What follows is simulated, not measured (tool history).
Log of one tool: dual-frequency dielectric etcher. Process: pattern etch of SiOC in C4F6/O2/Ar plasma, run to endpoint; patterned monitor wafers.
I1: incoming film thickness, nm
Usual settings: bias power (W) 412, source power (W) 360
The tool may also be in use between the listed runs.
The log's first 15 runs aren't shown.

run 16 hour=258.7 | bias_power_(W)=412 source_power_(W)=360 | I1=52.9 | endpoint_time_(s)=18.6
run 17 hour=265.7 | bias_power_(W)=412 source_power_(W)=360 | I1=53.5 | endpoint_time_(s)=18.9
run 18 hour=272.8 | bias_power_(W)=320 source_power_(W)=410 | I1=52.8 | endpoint_time_(s)=19.2
run 19 hour=286.2 | bias_power_(W)=333 source_power_(W)=360 | I1=53.3 | endpoint_time_(s)=20.2
run 20 hour=298.9 | bias_power_(W)=513 source_power_(W)=310 | I1=53 | endpoint_time_(s)=18.4
run 21 hour=313.6 | bias_power_(W)=443 source_power_(W)=410 | I1=53.4 | endpoint_time_(s)=17.5
run 22 hour=322.1 | bias_power_(W)=412 source_power_(W)=360 | I1=53.2 | endpoint_time_(s)=18.8
run 23 hour=339.1 | bias_power_(W)=412 source_power_(W)=360 | I1=53.3 | endpoint_time_(s)=18.7
-- hour=346.4 source power generator calibrated
run 24 hour=353.9 | bias_power_(W)=458 source_power_(W)=280 | I1=53 | endpoint_time_(s)=20
-- hour=363.6 bias power generator calibrated
run 25 hour=364.5 | bias_power_(W)=412 source_power_(W)=430 | I1=53.3 | endpoint_time_(s)=17.6

Run 26 comes next. What will it give?
run 26 hour=378.9 | bias_power_(W)=490 source_power_(W)=400 | I1=53.5 | endpoint_time_(s)=?

{"run 26": {"endpoint time (s)": 17.3}}
Without the tool's hidden state the same run would have given endpoint time (s) 17.1.

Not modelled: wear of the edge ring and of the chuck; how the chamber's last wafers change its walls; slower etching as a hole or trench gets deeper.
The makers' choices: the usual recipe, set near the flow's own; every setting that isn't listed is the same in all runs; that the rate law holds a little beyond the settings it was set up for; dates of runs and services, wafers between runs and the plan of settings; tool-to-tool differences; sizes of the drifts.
